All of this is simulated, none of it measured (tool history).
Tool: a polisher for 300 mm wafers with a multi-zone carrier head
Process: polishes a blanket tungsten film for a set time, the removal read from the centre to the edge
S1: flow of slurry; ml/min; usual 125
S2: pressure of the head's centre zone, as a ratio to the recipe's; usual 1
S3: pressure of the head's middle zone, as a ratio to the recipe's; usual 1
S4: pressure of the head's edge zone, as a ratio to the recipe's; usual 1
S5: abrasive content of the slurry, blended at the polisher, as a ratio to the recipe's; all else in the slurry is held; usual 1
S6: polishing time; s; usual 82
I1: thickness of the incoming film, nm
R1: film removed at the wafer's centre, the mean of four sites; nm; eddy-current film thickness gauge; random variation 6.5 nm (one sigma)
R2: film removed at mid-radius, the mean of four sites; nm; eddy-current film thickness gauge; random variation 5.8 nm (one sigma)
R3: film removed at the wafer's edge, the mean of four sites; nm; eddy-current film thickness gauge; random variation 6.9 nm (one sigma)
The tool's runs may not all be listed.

run,hour,S1,S2,S3,S4,S5,S6,I1,R1,R2,R3
1,0,125,1,1,1.09,1,82,1310,480,488.7,503.4
2,21.8,125,1,1,1.09,1,82,1304.7,486.1,493.5,510.9
3,36.6,125,0.92,1,1,1,82,1333.7,429.3,481.7,478.6
4,54.9,125,0.92,1,1,1,82,1305.3,442.4,468.5,485
# hour 67.3: edge zone pressure recalibrated
5,72.7,125,1,1,1,1,82,1334.7,472.3,479.1,485.6
# hour 97.7: worn pad replaced by a new one, repeated, since the last time left the tool worse
6,101.8,125,1,1,1,1,82,1296.5,551.5,544.6,547.9
7,194.2,125,1,1,0.93,1,82,1326,525.7,537.8,525.7
# hour 209.7: slurry nozzle cleaned
8,220.2,140,1,1,0.95,1.15,55,1300.2,378.6,377.1,367.4
9,237.6,125,1,1,1,1,100,1323.6,633.5,637.9,650.3
# hour 254.5: worn pad replaced by a new one
10,268.8,85,1,1,1,1,111,1303.2,677.3,682.9,699.5
# hour 281.1: carrier head's membrane replaced by a new one
11,302.4,125,1,1,1,1,82,1285.7,542.3,551.3,555.3
12,319.4,100,1,1,0.91,1,82,1298.2,530.1,516.5,509.3
# hour 328.1: centre zone pressure recalibrated
13,338.3,95,1,1.07,1,1.1,58,1323.2,367.2,388.5,380.9
14,355.8,125,1.1,1,1,1,82,1297.1,583.3,540.7,542.1
# hour 388.2: worn pad replaced by a new one
15,388.8,125,1,1,1,1,95,1287.8,636.5,641.1,644.3
16,423.1,125,1.07,1,1,1,110,1304,786,732.9,746.2
17,443.8,125,1,1.1,1,1,95,1305.5,622.5,688,628.4
18,475.8,125,1,1,1,0.75,82,1296.2,481.3,490.1,480.9
19,497.2,125,1,1,1,1.15,82,1317.4,540.4,544.5,565.1
# hour 528.4: worn pad replaced by a new one
20,528.9,125,1,1,1,1,82,1317.6,549.4,550.9,567
21,545.5,125,1.07,1,1,1,82,1296.3,591.3,555.9,555.9

Forecast each of these 4 alternatives for the next run:
A,546,125,1,1,1,1,82,1297.7,?,?,?
B,546,125,1,1,0.92,1.1,82,1297.7,?,?,?
C,546,125,1.04,1,0.9,1,74,1297.7,?,?,?
D,546,125,1,1.07,1,1,82,1297.7,?,?,?

run,R1,R2,R3
A,548,548.8,563.7
B,565.3,566.2,559.8
C,514.4,495.2,484.9
D,548.2,581.2,563.2
Without the tool's hidden state the same runs would have given:
run,R1,R2,R3
A,549.1,550,564.9
B,566.5,567.4,560.9
C,515.5,496.3,485.9
D,549.4,582.5,564.4
